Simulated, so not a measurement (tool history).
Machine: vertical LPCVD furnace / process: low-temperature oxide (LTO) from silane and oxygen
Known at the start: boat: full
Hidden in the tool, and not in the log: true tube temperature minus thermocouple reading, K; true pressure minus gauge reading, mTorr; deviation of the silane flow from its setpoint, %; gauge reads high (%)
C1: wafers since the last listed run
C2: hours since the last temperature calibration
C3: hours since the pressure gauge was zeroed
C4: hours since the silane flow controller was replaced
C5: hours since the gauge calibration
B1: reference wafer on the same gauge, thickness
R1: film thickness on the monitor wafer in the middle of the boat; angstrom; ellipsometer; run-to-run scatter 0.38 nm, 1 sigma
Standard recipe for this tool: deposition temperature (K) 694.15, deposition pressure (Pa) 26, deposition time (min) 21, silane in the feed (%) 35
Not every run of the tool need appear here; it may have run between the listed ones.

Run 1, day 0: usual settings; C1 0; C2 1557.6; C3 4698.8; C4 4418.3; C5 39.7; B1 205.04. Result: R1 1940.6 angstrom.
Run 2, day 1.038: usual settings; C1 675; C2 1582.5; C3 4723.7; C4 4443.2; C5 64.6; B1 204.92. Result: R1 1935.9 angstrom.
Run 3, day 2.396: usual settings; C1 884; C2 1615.1; C3 4756.3; C4 4475.8; C5 97.2; B1 204.7. Result: R1 1931.6 angstrom.
Run 4, day 3.088: usual settings but deposition pressure (Pa) 30; C1 450; C2 1631.7; C3 4772.9; C4 4492.4; C5 113.8; B1 205.26. Result: R1 2232 angstrom.
Run 5, day 3.608: usual settings; C1 339; C2 1644.2; C3 4785.4; C4 4504.9; C5 126.3; B1 205.02. Result: R1 1938.6 angstrom.
At day 5.804: pressure gauge zeroed.
Run 6, day 7.542: usual settings; C1 1909; C2 1738.6; C3 41.7; C4 4599.3; C5 220.7; B1 205.12. Result: R1 1938 angstrom.
Run 7, day 8.362: usual settings but deposition temperature (K) 704.15, silane in the feed (%) 32; C1 534; C2 1758.3; C3 61.4; C4 4619; C5 240.4; B1 205.15. Result: R1 1912.6 angstrom.
Run 8, day 8.958: usual settings but deposition temperature (K) 704.15, silane in the feed (%) 32; C1 387; C2 1772.6; C3 75.7; C4 4633.3; C5 254.7; B1 205.07. Result: R1 1914.6 angstrom.
Run 9, day 9.783: usual settings; C1 537; C2 1792.4; C3 95.5; C4 4653.1; C5 274.5; B1 205.1. Result: R1 1929.4 angstrom.
At day 10.892: thermocouples replaced and temperature profile calibrated.
At day 11.675: silane flow controller replaced.
Run 10, day 11.696: usual settings but deposition pressure (Pa) 30, deposition time (min) 24, silane in the feed (%) 40; C1 83; C2 19.3; C3 141.4; C4 0.5; C5 320.4; B1 205.03. Result: R1 2874.7 angstrom.
Run 11, day 12.317: usual settings but deposition temperature (K) 685.15; C1 404; C2 34.2; C3 156.3; C4 15.4; C5 335.3; B1 204.98. Result: R1 1688.1 angstrom.

Forecast run 12:
At day 13.017: gauge calibrated.
Run 12, day 13.096: usual settings; C1 507; C2 52.9; C3 175; C4 34.1; C5 1.9; B1 ?. Result: R1 ?.

{"run 12": {"B1": 204.98, "R1": 1850.5}}
Were there no unlogged condition in the tool, this run, its random variation unchanged, would have produced R1 1842 angstrom.
